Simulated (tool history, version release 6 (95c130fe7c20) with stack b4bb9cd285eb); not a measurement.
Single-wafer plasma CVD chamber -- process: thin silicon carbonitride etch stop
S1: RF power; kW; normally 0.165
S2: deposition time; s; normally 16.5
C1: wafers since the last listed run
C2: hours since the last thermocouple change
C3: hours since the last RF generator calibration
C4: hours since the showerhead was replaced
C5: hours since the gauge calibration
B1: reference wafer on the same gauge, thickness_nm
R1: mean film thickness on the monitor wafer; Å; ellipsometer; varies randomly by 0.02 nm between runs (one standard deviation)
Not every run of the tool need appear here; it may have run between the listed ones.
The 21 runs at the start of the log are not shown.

run   hour     S1    S2    C1     C2     C3      C4     C5     B1      R1
 22  683.6  0.195  18.0   623  107.1  180.4  2548.5   52.6  9.689  107.29
     705.7  -- showerhead replaced
 23  714.8  0.185  14.9   692  138.3  211.6     9.1   83.8  9.690   87.57
 24  737.2  0.165  16.5   668  160.7  234.0    31.5  106.2  9.690   93.11
 25  759.8  0.165  16.5   674  183.3  256.6    54.1  128.8  9.686   93.19
 26  784.8  0.150  13.5   746  208.3  281.6    79.1  153.8  9.688   73.62
 27  813.9  0.155  17.9   868  237.4  310.7   108.2  182.9  9.690   98.93
 28  849.2  0.135  18.6  1053  272.7  346.0   143.5  218.2  9.690   98.64
 29  867.6  0.135  18.5   549  291.1  364.4   161.9  236.6  9.689   97.65
 30  898.1  0.165  16.5   910  321.6  394.9   192.4  267.1  9.691   93.05
 31  924.0  0.135  15.1   773  347.5  420.8   218.3  293.0  9.690   79.83

Predict each of these 5 candidate next runs independently; none follows another, all start after run 31:
  A  924.4  0.180  16.5  11  347.9  421.2  218.7  293.4   ?   ?
  B  924.4  0.145  14.3  11  347.9  421.2  218.7  293.4   ?   ?
  C  924.4  0.145  18.2  11  347.9  421.2  218.7  293.4   ?   ?
  D  924.4  0.190  15.5  11  347.9  421.2  218.7  293.4   ?   ?
  E  924.4  0.185  17.3  11  347.9  421.2  218.7  293.4   ?   ?

run     B1      R1
  A  9.689   95.77
  B  9.689   77.56
  C  9.689   98.71
  D  9.689   91.50
  E  9.689  101.28
Without the tool's hidden state the same runs would have given:
run      R1
  A   96.91
  B   78.48
  C   99.88
  D   92.59
  E  102.48

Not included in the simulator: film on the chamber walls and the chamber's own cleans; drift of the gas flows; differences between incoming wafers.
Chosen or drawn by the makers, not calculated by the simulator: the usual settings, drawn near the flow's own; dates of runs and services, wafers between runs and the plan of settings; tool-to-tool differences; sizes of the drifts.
